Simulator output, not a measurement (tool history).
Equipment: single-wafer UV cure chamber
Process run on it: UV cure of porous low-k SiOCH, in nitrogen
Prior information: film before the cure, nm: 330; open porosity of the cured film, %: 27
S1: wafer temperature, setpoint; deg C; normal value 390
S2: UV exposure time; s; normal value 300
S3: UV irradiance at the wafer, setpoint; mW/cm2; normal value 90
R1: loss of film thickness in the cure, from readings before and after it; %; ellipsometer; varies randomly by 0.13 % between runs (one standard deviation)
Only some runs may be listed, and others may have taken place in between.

run	day	S1	S2	S3	R1
1	0	390	300	90	11.917
2	0.771	390	300	90	11.939
3	1.275	390	300	90	11.954
4	1.788	390	300	90	11.865
5	3.154	390	300	90	11.682
6	4.229	390	300	90	11.714
7	5.204	390	300	90	11.54
8	6.333	390	300	90	11.335
9	6.979	390	260	120	12.043
# day 7.942: quartz window cleaned
10	8.317	390	260	120	12.466
11	9.412	390	260	120	12.228
12	10.362	390	300	90	11.52
13	11.829	383	385	90	12.326
14	13.15	390	300	90	11.134
15	14.012	390	300	74	10.004
16	15.092	390	300	90	10.634
# day 16.317: quartz window cleaned
17	16.338	390	300	111	11.979
18	17.383	390	300	90	10.842
# day 18.308: UV bulbs replaced
19	18.329	378	405	129	16.199
20	19.071	399	300	60	11.258
21	19.679	390	350	118	15.047
22	23.254	377	250	80	11.101

5 options for the next run, each taken on its own from the tool as it stands now. Forecast them:
A	23.271	390	300	90	?
B	23.271	398	190	107	?
C	23.271	372	430	126	?
D	23.271	390	370	90	?
E	23.271	390	180	90	?

run	R1
A	12.608
B	11.414
C	15.676
D	13.623
E	10.219
The same runs, with their run-to-run variation unchanged, on a tool lacking any hidden condition would have given:
run	R1
A	13.482
B	12.266
C	16.588
D	14.513
E	11.052

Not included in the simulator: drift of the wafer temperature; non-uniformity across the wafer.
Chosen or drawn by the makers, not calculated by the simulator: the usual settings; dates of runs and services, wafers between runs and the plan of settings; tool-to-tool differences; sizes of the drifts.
